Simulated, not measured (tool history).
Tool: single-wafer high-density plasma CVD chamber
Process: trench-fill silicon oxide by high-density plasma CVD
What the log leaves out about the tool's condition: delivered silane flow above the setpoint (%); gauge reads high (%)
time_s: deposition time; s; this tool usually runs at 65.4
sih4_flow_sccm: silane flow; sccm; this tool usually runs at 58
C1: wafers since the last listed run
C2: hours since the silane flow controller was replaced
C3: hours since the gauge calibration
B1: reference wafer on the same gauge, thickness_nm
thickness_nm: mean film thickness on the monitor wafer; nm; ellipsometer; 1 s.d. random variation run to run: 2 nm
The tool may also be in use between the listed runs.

Run 1, hour 0: usual settings; C1 0; C2 550.2; C3 396.5; B1 346.901. Result: thickness_nm 359.176 nm.
Run 2, hour 49.8: usual settings; C1 729; C2 600; C3 446.3; B1 346.887. Result: thickness_nm 358.324 nm.
Run 3, hour 122: usual settings; C1 1058; C2 672.2; C3 518.5; B1 346.99. Result: thickness_nm 360.945 nm.
Run 4, hour 177.7: usual settings but time_s 73.2 s, sih4_flow_sccm 49 sccm; C1 816; C2 727.9; C3 574.2; B1 347.291. Result: thickness_nm 343.987 nm.
Run 5, hour 265.1: usual settings; C1 1280; C2 815.3; C3 661.6; B1 347.392. Result: thickness_nm 353.856 nm.
Run 6, hour 396.8: usual settings but sih4_flow_sccm 61 sccm; C1 1930; C2 947; C3 793.3; B1 347.042. Result: thickness_nm 375.443 nm.
Run 7, hour 454.9: usual settings but sih4_flow_sccm 61 sccm; C1 851; C2 1005.1; C3 851.4; B1 347.164. Result: thickness_nm 378.356 nm.
Run 8, hour 514.5: usual settings but sih4_flow_sccm 61 sccm; C1 873; C2 1064.7; C3 911; B1 346.596. Result: thickness_nm 379.156 nm.
Run 9, hour 553.2: usual settings; C1 567; C2 1103.4; C3 949.7; B1 347.141. Result: thickness_nm 360.978 nm.
Run 10, hour 658.4: usual settings but time_s 73.9 s; C1 1541; C2 1208.6; C3 1054.9; B1 346.981. Result: thickness_nm 407.431 nm.
Run 11, hour 747.3: usual settings but time_s 73.9 s; C1 1302; C2 1297.5; C3 1143.8; B1 346.668. Result: thickness_nm 402.816 nm.
Run 12, hour 849.7: usual settings; C1 1500; C2 1399.9; C3 1246.2; B1 346.786. Result: thickness_nm 356.751 nm.
At hour 887.2: silane flow controller replaced.
Run 13, hour 897.3: usual settings; C1 580; C2 10.1; C3 1293.8; B1 346.894. Result: thickness_nm 366.378 nm.
Run 14, hour 986: usual settings; C1 1300; C2 98.8; C3 1382.5; B1 346.847. Result: thickness_nm 368.229 nm.
Run 15, hour 1077.4: usual settings; C1 1339; C2 190.2; C3 1473.9; B1 347.023. Result: thickness_nm 370.7 nm.
Run 16, hour 1123.3: usual settings; C1 672; C2 236.1; C3 1519.8; B1 346.397. Result: thickness_nm 374.863 nm.
Run 17, hour 1186.3: usual settings but time_s 62.3 s; C1 923; C2 299.1; C3 1582.8; B1 347.365. Result: thickness_nm 351.316 nm.
Run 18, hour 1239.8: usual settings but time_s 71.2 s; C1 784; C2 352.6; C3 1636.3; B1 346.571. Result: thickness_nm 399.884 nm.
Run 19, hour 1322.4: usual settings; C1 1210; C2 435.2; C3 1718.9; B1 346.765. Result: thickness_nm 369.543 nm.
At hour 1369.9: gauge calibrated.
Run 20, hour 1376.8: usual settings; C1 797; C2 489.6; C3 6.9; B1 346.795. Result: thickness_nm 371.866 nm.
At hour 1421.1: silane flow controller replaced, repeated, since the last time left the tool worse.
Run 21, hour 1426.6: usual settings; C1 612; C2 5.5; C3 56.7; B1 347.291. Result: thickness_nm 350.432 nm.
Run 22, hour 1518.7: usual settings but sih4_flow_sccm 54 sccm; C1 1349; C2 97.6; C3 148.8; B1 346.955. Result: thickness_nm 326.815 nm.
Run 23, hour 1576.2: usual settings but time_s 55.8 s, sih4_flow_sccm 65 sccm; C1 842; C2 155.1; C3 206.3; B1 347.395. Result: thickness_nm 334.087 nm.
Run 24, hour 1659.8: usual settings but time_s 62.3 s; C1 1225; C2 238.7; C3 289.9; B1 347.523. Result: thickness_nm 335.974 nm.
Run 25, hour 1724.5: usual settings; C1 948; C2 303.4; C3 354.6; B1 347.271. Result: thickness_nm 354.405 nm.
Run 26, hour 1817.9: usual settings but time_s 77.7 s; C1 1368; C2 396.8; C3 448; B1 347.007. Result: thickness_nm 417.182 nm.
Run 27, hour 1917: usual settings but time_s 78.1 s, sih4_flow_sccm 55 sccm; C1 1452; C2 495.9; C3 547.1; B1 346.506. Result: thickness_nm 406.098 nm.
Run 28, hour 1971.8: usual settings but time_s 60.2 s; C1 803; C2 550.7; C3 601.9; B1 346.756. Result: thickness_nm 325.785 nm.
Run 29, hour 2051.2: usual settings but time_s 57.4 s, sih4_flow_sccm 49 sccm; C1 1163; C2 630.1; C3 681.3; B1 346.952. Result: thickness_nm 270.091 nm.
Run 30, hour 2129.6: usual settings but time_s 56.9 s, sih4_flow_sccm 53 sccm; C1 1149; C2 708.5; C3 759.7; B1 347.036. Result: thickness_nm 283.971 nm.
Run 31, hour 2214.1: usual settings but time_s 76.9 s; C1 1238; C2 793; C3 844.2; B1 347.475. Result: thickness_nm 421.778 nm.
Run 32, hour 2254.3: usual settings but time_s 74.7 s, sih4_flow_sccm 50 sccm; C1 589; C2 833.2; C3 884.4; B1 347.866. Result: thickness_nm 358.697 nm.
Run 33, hour 2325: usual settings but time_s 73.6 s, sih4_flow_sccm 63 sccm; C1 1036; C2 903.9; C3 955.1; B1 346.713. Result: thickness_nm 431.972 nm.
Run 34, hour 2391.4: usual settings but sih4_flow_sccm 69 sccm; C1 973; C2 970.3; C3 1021.5; B1 347.03. Result: thickness_nm 417.807 nm.
Run 35, hour 2467.4: usual settings but sih4_flow_sccm 66 sccm; C1 1113; C2 1046.3; C3 1097.5; B1 346.904. Result: thickness_nm 402.213 nm.
Run 36, hour 2607.5: usual settings but time_s 78.4 s, sih4_flow_sccm 68 sccm; C1 2053; C2 1186.4; C3 1237.6; B1 347.17. Result: thickness_nm 495.925 nm.
Run 37, hour 2692.4: usual settings; C1 1244; C2 1271.3; C3 1322.5; B1 346.954. Result: thickness_nm 358.403 nm.
Run 38, hour 2796.9: usual settings; C1 1531; C2 1375.8; C3 1427; B1 346.661. Result: thickness_nm 357.714 nm.
At hour 2893.1: gauge calibrated.
At hour 2897.7: silane flow controller replaced.
Run 39, hour 2898.2: usual settings; C1 1367; C2 0.5; C3 5.1; B1 347.215. Result: thickness_nm 347.873 nm.
Run 40, hour 2926.4: usual settings but time_s 69.3 s; C1 413; C2 28.7; C3 33.3; B1 347.312. Result: thickness_nm 371.309 nm.
Run 41, hour 3032.4: usual settings but time_s 54.1 s, sih4_flow_sccm 51 sccm; C1 1553; C2 134.7; C3 139.3; B1 347.188. Result: thickness_nm 256.841 nm.
Run 42, hour 3119: usual settings; C1 1269; C2 221.3; C3 225.9; B1 346.736. Result: thickness_nm 348.618 nm.
Run 43, hour 3168.2: usual settings but time_s 61 s, sih4_flow_sccm 69 sccm; C1 721; C2 270.5; C3 275.1; B1 347.387. Result: thickness_nm 384.091 nm.
Run 44, hour 3274.8: usual settings but time_s 52.6 s, sih4_flow_sccm 64 sccm; C1 1562; C2 377.1; C3 381.7; B1 346.994. Result: thickness_nm 310.152 nm.

3 options for the next run, each taken on its own from the tool as it stands now. Forecast them:
Run A, hour 3275.2: usual settings; C1 5; C2 377.5; C3 382.1; B1 ?. Result: thickness_nm ?.
Run B, hour 3275.2: usual settings but time_s 53 s, sih4_flow_sccm 66 sccm; C1 5; C2 377.5; C3 382.1; B1 ?. Result: thickness_nm ?.
Run C, hour 3275.2: usual settings but time_s 72.1 s, sih4_flow_sccm 64 sccm; C1 5; C2 377.5; C3 382.1; B1 ?. Result: thickness_nm ?.

run       B1  thickness_nm
  A  346.952       353.929
  B  346.952       322.324
  C  346.952       426.409
The same runs, with their run-to-run variation unchanged, on a tool lacking any hidden condition would have given:
run  thickness_nm
  A       349.987
  B       318.734
  C        421.66
